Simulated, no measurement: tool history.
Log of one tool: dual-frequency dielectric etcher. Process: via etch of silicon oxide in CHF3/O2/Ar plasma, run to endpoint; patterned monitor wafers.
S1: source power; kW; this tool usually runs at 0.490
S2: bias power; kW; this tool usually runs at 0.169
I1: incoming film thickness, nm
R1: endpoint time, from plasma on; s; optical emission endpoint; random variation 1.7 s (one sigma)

{"run": 1, "hour": 0.0, "S1": 0.49, "S2": 0.169, "I1": 759.5, "R1": 404.6}
{"run": 2, "hour": 96.5, "S1": 0.49, "S2": 0.169, "I1": 763.0, "R1": 403.5}
{"run": 3, "hour": 159.2, "S1": 0.49, "S2": 0.169, "I1": 757.2, "R1": 398.4}
{"run": 4, "hour": 197.8, "S1": 0.49, "S2": 0.169, "I1": 761.9, "R1": 406.3}
{"hour": 338.4, "done": "wet clean of the chamber"}
{"run": 5, "hour": 388.1, "S1": 0.49, "S2": 0.169, "I1": 762.4, "R1": 404.3}
{"run": 6, "hour": 464.8, "S1": 0.49, "S2": 0.169, "I1": 753.5, "R1": 398.6}
{"run": 7, "hour": 565.9, "S1": 0.49, "S2": 0.169, "I1": 761.3, "R1": 407.7}
{"hour": 688.9, "done": "source power generator calibrated"}
{"run": 8, "hour": 844.4, "S1": 0.49, "S2": 0.169, "I1": 761.4, "R1": 413.6}
{"hour": 907.3, "done": "wet clean of the chamber"}
{"run": 9, "hour": 921.5, "S1": 0.49, "S2": 0.169, "I1": 762.1, "R1": 408.2}
{"run": 10, "hour": 1007.3, "S1": 0.49, "S2": 0.169, "I1": 764.6, "R1": 410.3}
{"run": 11, "hour": 1043.7, "S1": 0.49, "S2": 0.169, "I1": 758.6, "R1": 407.5}
{"run": 12, "hour": 1121.8, "S1": 0.49, "S2": 0.169, "I1": 754.6, "R1": 406.6}
{"run": 13, "hour": 1389.9, "S1": 0.49, "S2": 0.169, "I1": 763.7, "R1": 406.6}
{"run": 14, "hour": 1435.3, "S1": 0.49, "S2": 0.169, "I1": 760.1, "R1": 404.0}
{"hour": 1469.6, "done": "bias power generator calibrated"}
{"run": 15, "hour": 1474.8, "S1": 0.49, "S2": 0.169, "I1": 758.9, "R1": 404.5}
{"run": 16, "hour": 1513.7, "S1": 0.49, "S2": 0.152, "I1": 758.6, "R1": 414.3}
{"run": 17, "hour": 1570.5, "S1": 0.45, "S2": 0.185, "I1": 756.0, "R1": 408.7}
{"hour": 1603.2, "done": "wet clean of the chamber"}
{"run": 18, "hour": 1669.4, "S1": 0.59, "S2": 0.132, "I1": 761.1, "R1": 396.4}
{"run": 19, "hour": 1730.4, "S1": 0.49, "S2": 0.134, "I1": 764.4, "R1": 429.0}
{"run": 20, "hour": 1792.5, "S1": 0.44, "S2": 0.143, "I1": 764.1, "R1": 438.8}
{"run": 21, "hour": 1864.2, "S1": 0.49, "S2": 0.169, "I1": 767.5, "R1": 406.1}
{"run": 22, "hour": 1925.3, "S1": 0.49, "S2": 0.184, "I1": 766.2, "R1": 403.2}
{"hour": 2009.3, "done": "upper electrode replaced"}
{"run": 23, "hour": 2010.3, "S1": 0.6, "S2": 0.155, "I1": 760.8, "R1": 379.0}
{"run": 24, "hour": 2071.5, "S1": 0.38, "S2": 0.157, "I1": 758.9, "R1": 453.2}
{"run": 25, "hour": 2114.9, "S1": 0.49, "S2": 0.169, "I1": 760.0, "R1": 406.2}
{"hour": 2216.4, "done": "wet clean of the chamber"}
{"run": 26, "hour": 2216.9, "S1": 0.49, "S2": 0.184, "I1": 761.9, "R1": 396.4}
{"run": 27, "hour": 2296.9, "S1": 0.49, "S2": 0.189, "I1": 759.7, "R1": 393.8}
{"run": 28, "hour": 2340.6, "S1": 0.45, "S2": 0.188, "I1": 776.6, "R1": 416.5}
{"run": 29, "hour": 2402.1, "S1": 0.42, "S2": 0.2, "I1": 764.6, "R1": 413.0}
{"run": 30, "hour": 2447.4, "S1": 0.49, "S2": 0.169, "I1": 760.6, "R1": 402.8}
{"run": 31, "hour": 2537.7, "S1": 0.41, "S2": 0.183, "I1": 766.4, "R1": 431.7}
{"run": 32, "hour": 2638.6, "S1": 0.58, "S2": 0.138, "I1": 756.4, "R1": 393.1}
{"run": 33, "hour": 2687.6, "S1": 0.42, "S2": 0.19, "I1": 763.3, "R1": 418.7}
{"hour": 2752.0, "done": "wet clean of the chamber"}
{"run": 34, "hour": 2752.5, "S1": 0.52, "S2": 0.199, "I1": 760.5, "R1": 381.6}
{"run": 35, "hour": 2789.2, "S1": 0.54, "S2": 0.15, "I1": 761.3, "R1": 395.6}
{"run": 36, "hour": 2861.4, "S1": 0.49, "S2": 0.169, "I1": 764.6, "R1": 406.2}

Exercise: give the hidden state of the tool at every run:
etch rate over this chamber's usual, %: 0 in every run
bias power that arrives over what is set, %: 0 in every run
H1: source power that arrives over what is set, %
run=1 H1=4.52
run=2 H1=4.61
run=3 H1=4.66
run=4 H1=4.68
run=5 H1=4.81
run=6 H1=4.85
run=7 H1=4.9
run=8 H1=0.841
run=9 H1=1.23
run=10 H1=1.61
run=11 H1=1.77
run=12 H1=2.07
run=13 H1=2.93
run=14 H1=3.05
run=15 H1=3.15
run=16 H1=3.25
run=17 H1=3.38
run=18 H1=3.58
run=19 H1=3.69
run=20 H1=3.8
run=21 H1=3.92
run=22 H1=4.01
run=23 H1=4.13
run=24 H1=4.2
run=25 H1=4.25
run=26 H1=4.36
run=27 H1=4.44
run=28 H1=4.48
run=29 H1=4.53
run=30 H1=4.57
run=31 H1=4.63
run=32 H1=4.7
run=33 H1=4.73
run=34 H1=4.76
run=35 H1=4.78
run=36 H1=4.82
